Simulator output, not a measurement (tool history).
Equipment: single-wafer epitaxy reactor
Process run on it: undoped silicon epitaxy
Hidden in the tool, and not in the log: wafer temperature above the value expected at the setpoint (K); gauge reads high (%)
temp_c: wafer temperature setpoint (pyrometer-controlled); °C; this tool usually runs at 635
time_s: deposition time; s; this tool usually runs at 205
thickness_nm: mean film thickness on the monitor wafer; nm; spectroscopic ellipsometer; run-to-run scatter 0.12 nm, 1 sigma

run	hour	temp_c	time_s	wafers since the last listed run	hours since the last pyrometer calibration	hours since the gauge calibration	read-back reference wafer on the same gauge, thickness_nm	thickness_nm
1	0.0	635	205	0	348.2	200.7	26.797	24.168
2	43.1	635	205	405	391.3	243.8	26.799	24.052
3	104.3	630	218	576	452.5	305.0	26.795	23.083
4	171.5	630	218	632	519.7	372.2	26.827	23.221
5	197.1	635	205	240	545.3	397.8	26.801	23.873
6	238.3	635	205	387	586.5	439.0	26.780	24.019
7	268.5	635	205	284	616.7	469.2	26.816	23.889
8	313.7	635	205	425	661.9	514.4	26.791	23.981
9	365.2	635	205	484	713.4	565.9	26.798	23.954
10	429.9	635	205	608	778.1	630.6	26.828	23.930
11	499.7	630	223	656	847.9	700.4	26.805	23.362
12	570.4	630	223	665	918.6	771.1	26.799	23.582
13	597.0	630	223	250	945.2	797.7	26.776	23.445
14	665.0	635	205	640	1013.2	865.7	26.768	23.841
15	720.3	635	205	520	1068.5	921.0	26.792	23.787
16	790.7	635	205	662	1138.9	991.4	26.798	23.636
# hour 852.0: gauge calibrated
17	857.1	647	205	624	1205.3	5.1	26.803	29.740
18	891.3	635	240	321	1239.5	39.3	26.778	27.534
19	954.6	648	205	595	1302.8	102.6	26.831	30.434
20	980.5	635	175	243	1328.7	128.5	26.810	19.974
21	1008.8	648	233	266	1357.0	156.8	26.797	34.913
22	1067.7	635	205	554	1415.9	215.7	26.778	23.748
# hour 1096.1: pyrometer calibrated
23	1123.3	644	237	448	27.2	271.3	26.809	32.280
24	1169.4	629	194	433	73.3	317.4	26.771	19.580
25	1223.0	635	205	504	126.9	371.0	26.786	23.412
26	1258.7	629	194	336	162.6	406.7	26.794	19.275
27	1314.7	635	205	527	218.6	462.7	26.826	22.961
# hour 1345.4: pyrometer calibrated, repeated, since the last time left the tool worse
28	1352.1	635	205	276	6.7	500.1	26.773	24.055
29	1380.3	635	205	265	34.9	528.3	26.832	24.040
30	1412.3	621	193	301	66.9	560.3	26.790	17.139
31	1478.6	635	179	624	133.2	626.6	26.791	21.044
32	1511.7	635	205	311	166.3	659.7	26.796	24.045
33	1569.9	630	228	547	224.5	717.9	26.809	24.144
34	1636.9	647	217	630	291.5	784.9	26.789	32.370

Pick out some run-to-run changes in thickness_nm. Of each, how much would a tool without hidden state show as well, from the settings, what came in and chance, and how much is left for the hidden state and any gauge scatter not in both results compared?
Run 20 -> 21: temp_c 635 -> 648, time_s 175 -> 233. thickness_nm +14.939 nm: hidden state -0.362, all else +15.301.
Run 21 -> 22: temp_c 648 -> 635, time_s 233 -> 205. thickness_nm -11.165 nm: hidden state +0.232, all else -11.397.
Run 22 -> 23: temp_c 635 -> 644, time_s 205 -> 237, pyrometer calibrated. thickness_nm +8.532 nm: hidden state -0.739, all else +9.271.
Run 23 -> 24: temp_c 644 -> 629, time_s 237 -> 194. thickness_nm -12.700 nm: hidden state +0.493, all else -13.193.
Run 27 -> 28: pyrometer calibrated, repeated, since the last time left the tool worse. thickness_nm +1.094 nm: hidden state +1.024, all else +0.070.

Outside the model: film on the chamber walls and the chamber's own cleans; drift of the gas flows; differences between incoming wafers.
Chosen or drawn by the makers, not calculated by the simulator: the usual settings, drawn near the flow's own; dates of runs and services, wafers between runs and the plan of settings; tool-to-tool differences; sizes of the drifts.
